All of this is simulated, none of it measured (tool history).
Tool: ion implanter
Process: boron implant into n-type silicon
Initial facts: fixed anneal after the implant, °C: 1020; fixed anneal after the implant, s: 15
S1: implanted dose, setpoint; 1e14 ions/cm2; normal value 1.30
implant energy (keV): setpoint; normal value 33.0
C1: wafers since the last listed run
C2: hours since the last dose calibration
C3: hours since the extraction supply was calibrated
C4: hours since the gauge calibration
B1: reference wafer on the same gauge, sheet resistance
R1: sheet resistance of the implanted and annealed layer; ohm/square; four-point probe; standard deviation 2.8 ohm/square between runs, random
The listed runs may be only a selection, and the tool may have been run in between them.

Run 1, hour 0.0: usual settings; C1 0; C2 1730.1; C3 5783.5; C4 242.4; B1 569.99. Result: R1 636.68 ohm/square.
Run 2, hour 81.0: usual settings; C1 958; C2 1811.1; C3 5864.5; C4 323.4; B1 570.66. Result: R1 634.74 ohm/square.
Run 3, hour 373.4: usual settings; C1 3458; C2 2103.5; C3 6156.9; C4 615.8; B1 569.88. Result: R1 638.50 ohm/square.
Run 4, hour 458.5: usual settings but implant energy (keV) 35.5; C1 1006; C2 2188.6; C3 6242.0; C4 700.9; B1 569.61. Result: R1 629.76 ohm/square.
Run 5, hour 518.6: usual settings but implant energy (keV) 41.0; C1 710; C2 2248.7; C3 6302.1; C4 761.0; B1 570.66. Result: R1 612.21 ohm/square.
Run 6, hour 593.7: usual settings but implant energy (keV) 41.0; C1 888; C2 2323.8; C3 6377.2; C4 836.1; B1 570.46. Result: R1 616.36 ohm/square.
Run 7, hour 640.4: usual settings; C1 552; C2 2370.5; C3 6423.9; C4 882.8; B1 569.19. Result: R1 636.79 ohm/square.
At hour 675.2: Faraday cup replaced and dose calibrated.
Run 8, hour 733.9: usual settings; C1 1011; C2 58.7; C3 6517.4; C4 976.3; B1 570.29. Result: R1 627.81 ohm/square.
At hour 798.0: gauge calibrated.
Run 9, hour 801.1: usual settings but S1 1.46 1e14 ions/cm2, implant energy (keV) 37.0; C1 794; C2 125.9; C3 6584.6; C4 3.1; B1 569.61. Result: R1 559.09 ohm/square.
Run 10, hour 900.2: usual settings but S1 1.40 1e14 ions/cm2, implant energy (keV) 37.5; C1 1172; C2 225.0; C3 6683.7; C4 102.2; B1 570.48. Result: R1 583.79 ohm/square.
Run 11, hour 954.3: usual settings but S1 0.94 1e14 ions/cm2, implant energy (keV) 27.0; C1 639; C2 279.1; C3 6737.8; C4 156.3; B1 570.37. Result: R1 821.00 ohm/square.

Run 12 comes next. What will it give?
Run 12, hour 1039.1: usual settings but S1 1.05 1e14 ions/cm2, implant energy (keV) 44.0; C1 1003; C2 363.9; C3 6822.6; C4 241.1; B1 ?. Result: R1 ?.

B1: 570.30
R1: 697.17 ohm/square
Had the tool carried no hidden state, the very same run would have given R1 688.06 ohm/square.
